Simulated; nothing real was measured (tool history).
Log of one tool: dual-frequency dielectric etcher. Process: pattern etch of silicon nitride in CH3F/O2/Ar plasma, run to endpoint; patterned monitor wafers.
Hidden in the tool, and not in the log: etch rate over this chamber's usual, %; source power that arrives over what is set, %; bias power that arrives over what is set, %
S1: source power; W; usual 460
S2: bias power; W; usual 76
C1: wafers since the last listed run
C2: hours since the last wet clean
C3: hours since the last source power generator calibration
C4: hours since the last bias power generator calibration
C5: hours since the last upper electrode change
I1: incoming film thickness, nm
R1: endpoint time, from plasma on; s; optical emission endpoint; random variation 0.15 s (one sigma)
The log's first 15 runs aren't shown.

run,day,S1,S2,C1,C2,C3,C4,C5,I1,R1
16,9.458,360,93,80,128.9,5334.6,3780,2822.3,35.33,45.9
17,9.962,460,76,77,141,5346.7,3792.1,2834.4,35.04,46.9
# day 10.421: bias power generator calibrated
18,10.442,500,76,47,152.5,5358.2,0.5,2845.9,35.49,46.4
19,11.058,520,88,94,167.3,5373,15.3,2860.7,35.32,43.1
# day 11.738: source power generator calibrated
# day 12.517: upper electrode replaced
20,12.538,410,89,82,202.8,19.2,50.8,0.5,35.13,45.3
21,12.742,520,86,31,207.7,24.1,55.7,5.4,35.12,43.1
22,13.004,410,59,40,214,30.4,62,11.7,34.92,54
23,13.333,460,76,50,221.9,38.3,69.9,19.6,35.2,47.1
24,13.75,370,89,63,231.9,48.3,79.9,29.6,35.13,46.3
25,14.183,560,76,66,242.3,58.7,90.3,40,35.13,45
26,14.55,370,59,56,251.1,67.5,99.1,48.8,35.15,55.5
27,14.946,380,85,60,260.6,77,108.6,58.3,34.93,46.5
28,15.446,540,60,76,272.6,89,120.6,70.3,35.19,50.5
29,15.846,460,76,61,282.2,98.6,130.2,79.9,35.27,47.2
30,16.221,380,87,57,291.2,107.6,139.2,88.9,35.06,46.5
31,16.858,360,65,97,306.5,122.9,154.5,104.2,34.81,53.4
32,18.108,460,76,191,336.5,152.9,184.5,134.2,35.32,47.5
33,18.433,460,86,49,344.3,160.7,192.3,142,35,44.3
34,18.992,510,85,85,357.7,174.1,205.7,155.4,35.16,44
35,19.583,460,76,90,371.9,188.3,219.9,169.6,35.29,47.4
36,19.854,460,76,41,378.4,194.8,226.4,176.1,34.7,46.4
37,20.288,460,76,66,388.8,205.2,236.8,186.5,35.49,47.7

3 ways to go on from here, each from the tool as it stands after run 37. What would each give?
A,20.304,400,76,2,389.2,205.6,237.2,186.9,35.02,?
B,20.304,540,90,2,389.2,205.6,237.2,186.9,35.02,?
C,20.304,530,69,2,389.2,205.6,237.2,186.9,35.02,?

run,R1
A,48.7
B,41.8
C,47.3
Without the tool's hidden state the same runs would have given:
run,R1
A,48.7
B,41.8
C,47.3
